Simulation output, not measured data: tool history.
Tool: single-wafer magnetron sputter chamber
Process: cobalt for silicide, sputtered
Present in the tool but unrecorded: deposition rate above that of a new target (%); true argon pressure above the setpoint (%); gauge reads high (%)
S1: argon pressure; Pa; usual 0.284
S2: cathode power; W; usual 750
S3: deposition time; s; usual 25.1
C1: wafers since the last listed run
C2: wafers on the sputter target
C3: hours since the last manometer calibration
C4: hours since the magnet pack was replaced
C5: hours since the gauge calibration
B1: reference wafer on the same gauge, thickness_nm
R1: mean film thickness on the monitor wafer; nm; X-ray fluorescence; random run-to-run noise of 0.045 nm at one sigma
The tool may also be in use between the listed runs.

Run 1, hour 0.0: usual settings but S2 900 W, S3 27.9 s; C1 0; C2 2592; C3 1263.0; C4 13615.5; C5 229.8; B1 13.100. Result: R1 14.320 nm.
Run 2, hour 13.1: usual settings but S2 650 W; C1 519; C2 3111; C3 1276.1; C4 13628.6; C5 242.9; B1 13.093. Result: R1 9.278 nm.
Run 3, hour 24.7: usual settings; C1 460; C2 3572; C3 1287.7; C4 13640.2; C5 254.5; B1 13.102. Result: R1 10.809 nm.
Run 4, hour 32.2: usual settings; C1 297; C2 3869; C3 1295.2; C4 13647.7; C5 262.0; B1 13.098. Result: R1 10.690 nm.
Run 5, hour 39.7: usual settings; C1 297; C2 4167; C3 1302.7; C4 13655.2; C5 269.5; B1 13.104. Result: R1 10.808 nm.
Run 6, hour 53.0: usual settings; C1 527; C2 4694; C3 1316.0; C4 13668.5; C5 282.8; B1 13.098. Result: R1 10.738 nm.
Run 7, hour 62.9: usual settings; C1 392; C2 5087; C3 1325.9; C4 13678.4; C5 292.7; B1 13.111. Result: R1 10.695 nm.
At hour 71.7: magnet pack replaced.
At hour 73.2: sputter target and shields replaced.
Run 8, hour 75.2: usual settings; C1 109; C2 79; C3 1338.2; C4 3.5; C5 305.0; B1 13.111. Result: R1 10.808 nm.
Run 9, hour 87.7: usual settings but S1 0.349 Pa; C1 495; C2 575; C3 1350.7; C4 16.0; C5 317.5; B1 13.111. Result: R1 10.735 nm.
Run 10, hour 97.5: usual settings but S2 700 W; C1 388; C2 964; C3 1360.5; C4 25.8; C5 327.3; B1 13.105. Result: R1 10.079 nm.
Run 11, hour 109.9: usual settings; C1 491; C2 1456; C3 1372.9; C4 38.2; C5 339.7; B1 13.092. Result: R1 10.803 nm.
Run 12, hour 124.3: usual settings; C1 571; C2 2027; C3 1387.3; C4 52.6; C5 354.1; B1 13.076. Result: R1 10.756 nm.
Run 13, hour 141.2: usual settings; C1 670; C2 2697; C3 1404.2; C4 69.5; C5 371.0; B1 13.114. Result: R1 10.800 nm.
Run 14, hour 166.2: usual settings; C1 991; C2 3689; C3 1429.2; C4 94.5; C5 396.0; B1 13.102. Result: R1 10.715 nm.
Run 15, hour 182.7: usual settings but S1 0.343 Pa; C1 654; C2 4344; C3 1445.7; C4 111.0; C5 412.5; B1 13.090. Result: R1 10.487 nm.
Run 16, hour 199.6: usual settings but S1 0.351 Pa, S3 27.4 s; C1 670; C2 5014; C3 1462.6; C4 127.9; C5 429.4; B1 13.112. Result: R1 11.547 nm.
At hour 209.7: sputter target and shields replaced.
Run 17, hour 210.2: usual settings but S3 28.6 s; C1 103; C2 18; C3 1473.2; C4 138.5; C5 440.0; B1 13.091. Result: R1 12.451 nm.
Run 18, hour 214.8: usual settings but S3 23.8 s; C1 182; C2 201; C3 1477.8; C4 143.1; C5 444.6; B1 13.105. Result: R1 10.282 nm.
Run 19, hour 232.0: usual settings; C1 682; C2 883; C3 1495.0; C4 160.3; C5 461.8; B1 13.111. Result: R1 10.816 nm.
At hour 233.5: gauge calibrated.
Run 20, hour 241.6: usual settings but S2 600 W, S3 22.0 s; C1 380; C2 1264; C3 1504.6; C4 169.9; C5 8.1; B1 13.113. Result: R1 7.622 nm.
Run 21, hour 256.4: usual settings but S1 0.239 Pa; C1 587; C2 1851; C3 1519.4; C4 184.7; C5 22.9; B1 13.095. Result: R1 10.917 nm.
Run 22, hour 263.4: usual settings; C1 277; C2 2129; C3 1526.4; C4 191.7; C5 29.9; B1 13.093. Result: R1 10.780 nm.
Run 23, hour 274.5: usual settings but S2 800 W, S3 20.7 s; C1 440; C2 2569; C3 1537.5; C4 202.8; C5 41.0; B1 13.105. Result: R1 9.453 nm.
At hour 283.5: capacitance manometer re-zeroed and calibrated.
Run 24, hour 289.6: usual settings; C1 281; C2 2851; C3 6.1; C4 217.9; C5 56.1; B1 13.107. Result: R1 10.662 nm.
Run 25, hour 306.4: usual settings but S1 0.337 Pa, S2 600 W, S3 28.8 s; C1 666; C2 3517; C3 22.9; C4 234.7; C5 72.9; B1 13.100. Result: R1 9.776 nm.
Run 26, hour 320.1: usual settings but S1 0.327 Pa, S2 850 W, S3 23.1 s; C1 543; C2 4061; C3 36.6; C4 248.4; C5 86.6; B1 13.104. Result: R1 11.055 nm.
Run 27, hour 336.3: usual settings but S3 21.1 s; C1 642; C2 4703; C3 52.8; C4 264.6; C5 102.8; B1 13.106. Result: R1 8.980 nm.
At hour 344.3: sputter target and shields replaced.
Run 28, hour 344.8: usual settings; C1 20; C2 20; C3 61.3; C4 273.1; C5 111.3; B1 13.099. Result: R1 10.924 nm.
Run 29, hour 359.7: usual settings but S2 700 W, S3 20.9 s; C1 591; C2 611; C3 76.2; C4 288.0; C5 126.2; B1 13.097. Result: R1 8.430 nm.
Run 30, hour 375.1: usual settings but S2 600 W; C1 610; C2 1222; C3 91.6; C4 303.4; C5 141.6; B1 13.099. Result: R1 8.637 nm.
Run 31, hour 384.1: usual settings but S1 0.332 Pa; C1 357; C2 1579; C3 100.6; C4 312.4; C5 150.6; B1 13.093. Result: R1 10.547 nm.
Run 32, hour 396.2: usual settings but S1 0.217 Pa; C1 480; C2 2059; C3 112.7; C4 324.5; C5 162.7; B1 13.085. Result: R1 10.953 nm.
Run 33, hour 405.0: usual settings but S1 0.327 Pa, S2 850 W, S3 23.1 s; C1 349; C2 2408; C3 121.5; C4 333.3; C5 171.5; B1 13.104. Result: R1 11.074 nm.
Run 34, hour 422.2: usual settings but S2 950 W, S3 20.9 s; C1 682; C2 3090; C3 138.7; C4 350.5; C5 188.7; B1 13.095. Result: R1 11.327 nm.
Run 35, hour 439.1: usual settings; C1 670; C2 3761; C3 155.6; C4 367.4; C5 205.6; B1 13.093. Result: R1 10.679 nm.
Run 36, hour 446.7: usual settings but S1 0.212 Pa, S2 650 W; C1 301; C2 4062; C3 163.2; C4 375.0; C5 213.2; B1 13.086. Result: R1 9.362 nm.

Measured less the same run without the tool's hidden state. The same run-to-run variation is in both; the gauge's scatter may not be:
run      R1
  1  -0.236
  2  -0.164
  3  -0.200
  4  -0.203
  5  -0.209
  6  -0.213
  7  -0.215
  8  -0.011
  9  -0.060
 10  -0.085
 11  -0.122
 12  -0.147
 13  -0.171
 14  -0.190
 15  -0.193
 16  -0.219
 17  -0.015
 18  -0.032
 19  -0.095
 20  -0.085
 21  -0.153
 22  -0.162
 23  -0.155
 24  -0.189
 25  -0.184
 26  -0.215
 27  -0.179
 28  -0.027
 29  -0.068
 30  -0.107
 31  -0.149
 32  -0.177
 33  -0.191
 34  -0.215
 35  -0.214
 36  -0.191
